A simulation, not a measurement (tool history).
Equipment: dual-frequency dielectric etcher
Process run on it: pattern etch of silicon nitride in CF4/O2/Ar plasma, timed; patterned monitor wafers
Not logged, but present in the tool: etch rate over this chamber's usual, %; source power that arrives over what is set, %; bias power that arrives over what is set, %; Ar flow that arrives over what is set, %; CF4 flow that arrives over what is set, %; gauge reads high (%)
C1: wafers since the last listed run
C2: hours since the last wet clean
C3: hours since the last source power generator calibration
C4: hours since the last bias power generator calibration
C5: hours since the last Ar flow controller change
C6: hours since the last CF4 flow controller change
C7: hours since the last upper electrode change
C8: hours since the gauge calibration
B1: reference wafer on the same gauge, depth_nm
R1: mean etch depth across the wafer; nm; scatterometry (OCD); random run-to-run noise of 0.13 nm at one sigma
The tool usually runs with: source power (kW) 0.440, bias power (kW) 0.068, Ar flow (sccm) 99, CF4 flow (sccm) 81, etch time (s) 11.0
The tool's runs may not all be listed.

run 1 day=0.000 | source_power_(kW)=0.440 bias_power_(kW)=0.064 Ar_flow_(sccm)=92 CF4_flow_(sccm)=81 etch_time_(s)=11.0 | C1=0 C2=150.6 C3=237.5 C4=502.5 C5=3429.8 C6=216.5 C7=4690.4 C8=1790.0 | B1=23.59 | R1=19.75
run 2 day=2.721 | source_power_(kW)=0.440 bias_power_(kW)=0.058 Ar_flow_(sccm)=111 CF4_flow_(sccm)=81 etch_time_(s)=11.0 | C1=927 C2=215.9 C3=302.8 C4=567.8 C5=3495.1 C6=281.8 C7=4755.7 C8=1855.3 | B1=23.55 | R1=18.36
run 3 day=3.975 | source_power_(kW)=0.550 bias_power_(kW)=0.068 Ar_flow_(sccm)=107 CF4_flow_(sccm)=97 etch_time_(s)=11.0 | C1=427 C2=246.0 C3=332.9 C4=597.9 C5=3525.2 C6=311.9 C7=4785.8 C8=1885.4 | B1=23.61 | R1=24.27
-- day=7.588 gauge calibrated
-- day=9.258 upper electrode replaced
-- day=11.917 wet clean of the chamber
run 4 day=11.938 | source_power_(kW)=0.440 bias_power_(kW)=0.058 Ar_flow_(sccm)=111 CF4_flow_(sccm)=81 etch_time_(s)=11.0 | C1=2033 C2=0.5 C3=524.0 C4=789.0 C5=3716.3 C6=503.0 C7=64.3 C8=104.4 | B1=23.62 | R1=18.20
-- day=13.712 Ar flow controller replaced
run 5 day=14.129 | source_power_(kW)=0.440 bias_power_(kW)=0.068 Ar_flow_(sccm)=99 CF4_flow_(sccm)=93 etch_time_(s)=11.0 | C1=662 C2=53.1 C3=576.6 C4=841.6 C5=10.0 C6=555.6 C7=116.9 C8=157.0 | B1=23.61 | R1=20.04
run 6 day=16.875 | source_power_(kW)=0.440 bias_power_(kW)=0.068 Ar_flow_(sccm)=111 CF4_flow_(sccm)=81 etch_time_(s)=11.0 | C1=936 C2=119.0 C3=642.5 C4=907.5 C5=75.9 C6=621.5 C7=182.8 C8=222.9 | B1=23.60 | R1=19.42
run 7 day=18.217 | source_power_(kW)=0.440 bias_power_(kW)=0.068 Ar_flow_(sccm)=109 CF4_flow_(sccm)=81 etch_time_(s)=8.5 | C1=457 C2=151.2 C3=674.7 C4=939.7 C5=108.1 C6=653.7 C7=215.0 C8=255.1 | B1=23.62 | R1=15.07
run 8 day=19.612 | source_power_(kW)=0.410 bias_power_(kW)=0.068 Ar_flow_(sccm)=99 CF4_flow_(sccm)=81 etch_time_(s)=11.0 | C1=475 C2=184.7 C3=708.2 C4=973.2 C5=141.6 C6=687.2 C7=248.5 C8=288.6 | B1=23.62 | R1=18.76
run 9 day=21.925 | source_power_(kW)=0.440 bias_power_(kW)=0.068 Ar_flow_(sccm)=99 CF4_flow_(sccm)=81 etch_time_(s)=11.0 | C1=788 C2=240.2 C3=763.7 C4=1028.7 C5=197.1 C6=742.7 C7=304.0 C8=344.1 | B1=23.60 | R1=20.03
run 10 day=24.721 | source_power_(kW)=0.330 bias_power_(kW)=0.062 Ar_flow_(sccm)=99 CF4_flow_(sccm)=69 etch_time_(s)=7.5 | C1=953 C2=307.3 C3=830.8 C4=1095.8 C5=264.2 C6=809.8 C7=371.1 C8=411.2 | B1=23.62 | R1=10.11
run 11 day=26.200 | source_power_(kW)=0.440 bias_power_(kW)=0.068 Ar_flow_(sccm)=113 CF4_flow_(sccm)=81 etch_time_(s)=9.5 | C1=504 C2=342.8 C3=866.3 C4=1131.3 C5=299.7 C6=845.3 C7=406.6 C8=446.7 | B1=23.58 | R1=17.00
run 12 day=27.642 | source_power_(kW)=0.440 bias_power_(kW)=0.068 Ar_flow_(sccm)=99 CF4_flow_(sccm)=100 etch_time_(s)=11.0 | C1=491 C2=377.4 C3=900.9 C4=1165.9 C5=334.3 C6=879.9 C7=441.2 C8=481.3 | B1=23.57 | R1=20.55
run 13 day=28.996 | source_power_(kW)=0.440 bias_power_(kW)=0.068 Ar_flow_(sccm)=107 CF4_flow_(sccm)=74 etch_time_(s)=8.0 | C1=461 C2=409.9 C3=933.4 C4=1198.4 C5=366.8 C6=912.4 C7=473.7 C8=513.8 | B1=23.59 | R1=14.41
-- day=30.446 wet clean of the chamber
run 14 day=30.871 | source_power_(kW)=0.540 bias_power_(kW)=0.068 Ar_flow_(sccm)=111 CF4_flow_(sccm)=81 etch_time_(s)=11.0 | C1=298 C2=10.2 C3=978.4 C4=1243.4 C5=411.8 C6=957.4 C7=518.7 C8=558.8 | B1=23.62 | R1=23.39
run 15 day=32.638 | source_power_(kW)=0.440 bias_power_(kW)=0.068 Ar_flow_(sccm)=123 CF4_flow_(sccm)=81 etch_time_(s)=9.0 | C1=602 C2=52.6 C3=1020.8 C4=1285.8 C5=454.2 C6=999.8 C7=561.1 C8=601.2 | B1=23.55 | R1=15.88
run 16 day=34.671 | source_power_(kW)=0.480 bias_power_(kW)=0.072 Ar_flow_(sccm)=88 CF4_flow_(sccm)=68 etch_time_(s)=11.0 | C1=693 C2=101.4 C3=1069.6 C4=1334.6 C5=503.0 C6=1048.6 C7=609.9 C8=650.0 | B1=23.58 | R1=22.00
run 17 day=36.542 | source_power_(kW)=0.440 bias_power_(kW)=0.084 Ar_flow_(sccm)=87 CF4_flow_(sccm)=81 etch_time_(s)=11.0 | C1=637 C2=146.3 C3=1114.5 C4=1379.5 C5=547.9 C6=1093.5 C7=654.8 C8=694.9 | B1=23.57 | R1=21.64
run 18 day=37.725 | source_power_(kW)=0.440 bias_power_(kW)=0.068 Ar_flow_(sccm)=99 CF4_flow_(sccm)=81 etch_time_(s)=11.0 | C1=403 C2=174.7 C3=1142.9 C4=1407.9 C5=576.3 C6=1121.9 C7=683.2 C8=723.3 | B1=23.60 | R1=19.73
run 19 day=39.633 | source_power_(kW)=0.440 bias_power_(kW)=0.068 Ar_flow_(sccm)=99 CF4_flow_(sccm)=81 etch_time_(s)=11.0 | C1=650 C2=220.5 C3=1188.7 C4=1453.7 C5=622.1 C6=1167.7 C7=729.0 C8=769.1 | B1=23.59 | R1=19.93
-- day=42.346 bias power generator calibrated
run 20 day=42.408 | source_power_(kW)=0.440 bias_power_(kW)=0.068 Ar_flow_(sccm)=99 CF4_flow_(sccm)=81 etch_time_(s)=11.0 | C1=889 C2=287.1 C3=1255.3 C4=1.5 C5=688.7 C6=1234.3 C7=795.6 C8=835.7 | B1=23.61 | R1=20.20

Here are 5 independent what-if runs from the current tool condition. What would each one return?
run A day=42.425 | source_power_(kW)=0.440 bias_power_(kW)=0.068 Ar_flow_(sccm)=99 CF4_flow_(sccm)=81 etch_time_(s)=11.0 | C1=5 C2=287.5 C3=1255.7 C4=1.9 C5=689.1 C6=1234.7 C7=796.0 C8=836.1 | B1=? | R1=?
run B day=42.425 | source_power_(kW)=0.540 bias_power_(kW)=0.080 Ar_flow_(sccm)=99 CF4_flow_(sccm)=65 etch_time_(s)=11.0 | C1=5 C2=287.5 C3=1255.7 C4=1.9 C5=689.1 C6=1234.7 C7=796.0 C8=836.1 | B1=? | R1=?
run C day=42.425 | source_power_(kW)=0.440 bias_power_(kW)=0.076 Ar_flow_(sccm)=121 CF4_flow_(sccm)=76 etch_time_(s)=11.0 | C1=5 C2=287.5 C3=1255.7 C4=1.9 C5=689.1 C6=1234.7 C7=796.0 C8=836.1 | B1=? | R1=?
run D day=42.425 | source_power_(kW)=0.520 bias_power_(kW)=0.060 Ar_flow_(sccm)=115 CF4_flow_(sccm)=81 etch_time_(s)=13.0 | C1=5 C2=287.5 C3=1255.7 C4=1.9 C5=689.1 C6=1234.7 C7=796.0 C8=836.1 | B1=? | R1=?
run E day=42.425 | source_power_(kW)=0.440 bias_power_(kW)=0.068 Ar_flow_(sccm)=99 CF4_flow_(sccm)=81 etch_time_(s)=13.5 | C1=5 C2=287.5 C3=1255.7 C4=1.9 C5=689.1 C6=1234.7 C7=796.0 C8=836.1 | B1=? | R1=?

run=A B1=23.63 R1=20.07
run=B B1=23.63 R1=25.00
run=C B1=23.63 R1=20.39
run=D B1=23.63 R1=25.55
run=E B1=23.63 R1=24.63
Stripped of hidden state, with their random variation kept, the same runs would have yielded:
run=A R1=19.68
run=B R1=24.52
run=C R1=19.99
run=D R1=25.06
run=E R1=24.16
